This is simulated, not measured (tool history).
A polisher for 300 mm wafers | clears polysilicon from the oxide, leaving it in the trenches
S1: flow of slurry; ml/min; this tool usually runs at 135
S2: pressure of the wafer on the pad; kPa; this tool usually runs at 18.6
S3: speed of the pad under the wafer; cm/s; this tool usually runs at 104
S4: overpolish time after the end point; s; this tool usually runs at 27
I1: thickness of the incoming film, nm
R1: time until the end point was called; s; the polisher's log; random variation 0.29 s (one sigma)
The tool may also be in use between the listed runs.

run	hour	S1	S2	S3	S4	I1	R1
1	0	135	18.6	104	27	358.1	29.3
2	36.3	135	18.6	104	27	355.8	29.6
# hour 55.6: worn pad replaced by a new one
3	95.2	135	18.6	104	27	364.7	27.7
4	186.4	135	18.6	104	27	356.9	26.9
5	271.6	135	18.6	104	27	357.7	27.7
6	361.2	135	18.6	104	27	359.2	26.7
7	405	135	18.6	104	19	358.9	27.1
# hour 455.9: head pressure recalibrated
8	485	135	18.6	104	19	364	31.2
# hour 510.7: slurry nozzle cleaned
# hour 607.4: worn pad replaced by a new one
9	693.1	135	18.6	104	27	353	27.8
10	767.7	135	18.6	104	27	356.3	28.4
11	863.9	135	18.6	104	27	356.5	29
12	909.4	135	18.6	104	27	362.3	28.5
13	962	135	18.6	104	27	363.6	28.8
# hour 970.5: slurry nozzle cleaned
# hour 1053.8: worn pad replaced by a new one
14	1054.3	135	18.6	104	27	358.3	25.8
15	1105.7	135	18.6	104	27	358.3	25.5
16	1199.5	135	18.6	104	21	364.4	25.5
# hour 1236.3: head pressure recalibrated
17	1265.6	135	18.6	78	27	361.5	38.4
18	1322.3	135	18.6	128	15	355	23.1
19	1424.6	135	20.7	104	17	354.9	26.2
# hour 1484.1: slurry nozzle cleaned
20	1519.9	135	18.6	124	38	359.2	24.4
# hour 1539.3: worn pad replaced by a new one
21	1586.3	135	18.6	104	27	362.2	27.1
22	1668.7	135	18.6	104	27	361.5	26.8
23	1768.6	125	13.1	74	27	356.1	52.8
24	1815.7	135	18.6	104	31	351.5	26
25	1877.8	100	18.6	104	38	355.9	28.2
# hour 1914.7: head pressure recalibrated
26	1949.1	95	18.6	104	32	362.9	33.2
27	1988.8	100	18.6	104	38	364.2	33.1
# hour 2028.1: slurry nozzle cleaned
# hour 2052.8: worn pad replaced by a new one
28	2053.3	135	23.4	104	27	358.9	21.5
29	2144.9	95	16.5	124	27	360.4	28.3
30	2229.7	135	14.5	76	19	358.3	48.6
31	2301.3	135	18.6	104	27	358.3	27.5
32	2348.9	100	20.7	88	27	359.3	31.7
33	2441.7	105	18.6	104	27	356.7	28.6
# hour 2511.4: head pressure recalibrated
# hour 2522.6: slurry nozzle cleaned
# hour 2539.5: worn pad replaced by a new one
34	2582.5	135	23.4	104	27	358.4	21.8

Branching from run 34: 4 alternative next runs. What would each branch give?
A	2582.9	135	18.6	104	27	359.3	?
B	2582.9	135	24.1	94	27	359.3	?
C	2582.9	135	18.6	82	22	359.3	?
D	2582.9	95	16.5	86	35	359.3	?

run	R1
A	28
B	23.9
C	35.5
D	41.7
The same runs, with their run-to-run variation unchanged, on a tool lacking any hidden condition would have given:
run	R1
A	27.5
B	23.5
C	34.9
D	41
